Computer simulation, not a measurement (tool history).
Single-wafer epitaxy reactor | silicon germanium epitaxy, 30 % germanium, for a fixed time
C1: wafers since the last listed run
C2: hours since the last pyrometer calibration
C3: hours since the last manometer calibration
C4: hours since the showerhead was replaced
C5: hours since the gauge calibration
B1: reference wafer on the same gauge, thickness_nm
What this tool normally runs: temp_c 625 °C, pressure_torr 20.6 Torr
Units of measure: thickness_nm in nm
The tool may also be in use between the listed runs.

run 1 hour=0 | temp_c=625 pressure_torr=20.6 | C1=0 C2=1814.5 C3=2986.9 C4=5164.9 C5=192.1 | B1=112.092 | thickness_nm=95.82
run 2 hour=8 | temp_c=625 pressure_torr=20.6 | C1=107 C2=1822.5 C3=2994.9 C4=5172.9 C5=200.1 | B1=112.041 | thickness_nm=95.847
run 3 hour=24 | temp_c=637 pressure_torr=20.6 | C1=215 C2=1838.5 C3=3010.9 C4=5188.9 C5=216.1 | B1=112.128 | thickness_nm=120.935
run 4 hour=35.8 | temp_c=637 pressure_torr=20.6 | C1=159 C2=1850.3 C3=3022.7 C4=5200.7 C5=227.9 | B1=112.139 | thickness_nm=120.898
run 5 hour=43.9 | temp_c=637 pressure_torr=20.6 | C1=109 C2=1858.4 C3=3030.8 C4=5208.8 C5=236 | B1=112.089 | thickness_nm=121.136
run 6 hour=60.3 | temp_c=614 pressure_torr=20.6 | C1=221 C2=1874.8 C3=3047.2 C4=5225.2 C5=252.4 | B1=112.143 | thickness_nm=77.353
run 7 hour=68.8 | temp_c=614 pressure_torr=20.6 | C1=114 C2=1883.3 C3=3055.7 C4=5233.7 C5=260.9 | B1=112.088 | thickness_nm=77.662
run 8 hour=82.8 | temp_c=625 pressure_torr=20.6 | C1=188 C2=1897.3 C3=3069.7 C4=5247.7 C5=274.9 | B1=112.137 | thickness_nm=96.267
-- hour=97.3 pyrometer calibrated
run 9 hour=97.8 | temp_c=625 pressure_torr=20.6 | C1=94 C2=0.5 C3=3084.7 C4=5262.7 C5=289.9 | B1=112.053 | thickness_nm=96.221
run 10 hour=107.2 | temp_c=619 pressure_torr=17.2 | C1=126 C2=9.9 C3=3094.1 C4=5272.1 C5=299.3 | B1=112.055 | thickness_nm=76.316
run 11 hour=115.2 | temp_c=625 pressure_torr=20.6 | C1=107 C2=17.9 C3=3102.1 C4=5280.1 C5=307.3 | B1=112.073 | thickness_nm=95.989
-- hour=120.4 gauge calibrated
run 12 hour=127 | temp_c=625 pressure_torr=20.6 | C1=159 C2=29.7 C3=3113.9 C4=5291.9 C5=6.6 | B1=112.105 | thickness_nm=95.821
-- hour=140.9 capacitance manometer re-zeroed and calibrated
run 13 hour=142.8 | temp_c=625 pressure_torr=20.6 | C1=105 C2=45.5 C3=1.9 C4=5307.7 C5=22.4 | B1=112.133 | thickness_nm=96.335
run 14 hour=158.6 | temp_c=630 pressure_torr=18 | C1=213 C2=61.3 C3=17.7 C4=5323.5 C5=38.2 | B1=112.103 | thickness_nm=97.431
run 15 hour=167.9 | temp_c=625 pressure_torr=17.9 | C1=125 C2=70.6 C3=27 C4=5332.8 C5=47.5 | B1=112.059 | thickness_nm=88.497
run 16 hour=177.7 | temp_c=625 pressure_torr=23.4 | C1=132 C2=80.4 C3=36.8 C4=5342.6 C5=57.3 | B1=112.153 | thickness_nm=103.824
-- hour=195.5 showerhead replaced
run 17 hour=196 | temp_c=625 pressure_torr=18.1 | C1=138 C2=98.7 C3=55.1 C4=0.5 C5=75.6 | B1=112.132 | thickness_nm=89.173
run 18 hour=203.2 | temp_c=625 pressure_torr=20.6 | C1=97 C2=105.9 C3=62.3 C4=7.7 C5=82.8 | B1=112.115 | thickness_nm=95.636
run 19 hour=221.1 | temp_c=637 pressure_torr=20.6 | C1=241 C2=123.8 C3=80.2 C4=25.6 C5=100.7 | B1=112.075 | thickness_nm=121.091
run 20 hour=227.5 | temp_c=625 pressure_torr=20.6 | C1=86 C2=130.2 C3=86.6 C4=32 C5=107.1 | B1=112.149 | thickness_nm=96.139
run 21 hour=242.1 | temp_c=611 pressure_torr=20.6 | C1=196 C2=144.8 C3=101.2 C4=46.6 C5=121.7 | B1=112.098 | thickness_nm=73.119
run 22 hour=252 | temp_c=635 pressure_torr=24.6 | C1=133 C2=154.7 C3=111.1 C4=56.5 C5=131.6 | B1=112.08 | thickness_nm=128.51
run 23 hour=262.2 | temp_c=616 pressure_torr=23.2 | C1=137 C2=164.9 C3=121.3 C4=66.7 C5=141.8 | B1=112.094 | thickness_nm=86.329
run 24 hour=270.8 | temp_c=640 pressure_torr=19.2 | C1=115 C2=173.5 C3=129.9 C4=75.3 C5=150.4 | B1=112.172 | thickness_nm=122.383
run 25 hour=288.1 | temp_c=636 pressure_torr=24.7 | C1=233 C2=190.8 C3=147.2 C4=92.6 C5=167.7 | B1=112.102 | thickness_nm=131.811
run 26 hour=298 | temp_c=612 pressure_torr=18 | C1=133 C2=200.7 C3=157.1 C4=102.5 C5=177.6 | B1=112.109 | thickness_nm=68.907

Each row is a separate what-if for the run after 26, all from the same tool condition, not one after another. Results?
run A hour=298.4 | temp_c=625 pressure_torr=20.6 | C1=5 C2=201.1 C3=157.5 C4=102.9 C5=178 | B1=? | thickness_nm=?
run B hour=298.4 | temp_c=637 pressure_torr=22.9 | C1=5 C2=201.1 C3=157.5 C4=102.9 C5=178 | B1=? | thickness_nm=?
run C hour=298.4 | temp_c=618 pressure_torr=16.4 | C1=5 C2=201.1 C3=157.5 C4=102.9 C5=178 | B1=? | thickness_nm=?

run=A B1=112.112 thickness_nm=96.175
run=B B1=112.112 thickness_nm=128.414
run=C B1=112.112 thickness_nm=72.733
What these runs would have given with no unlogged condition in the tool:
run=A thickness_nm=96.175
run=B thickness_nm=128.414
run=C thickness_nm=72.733
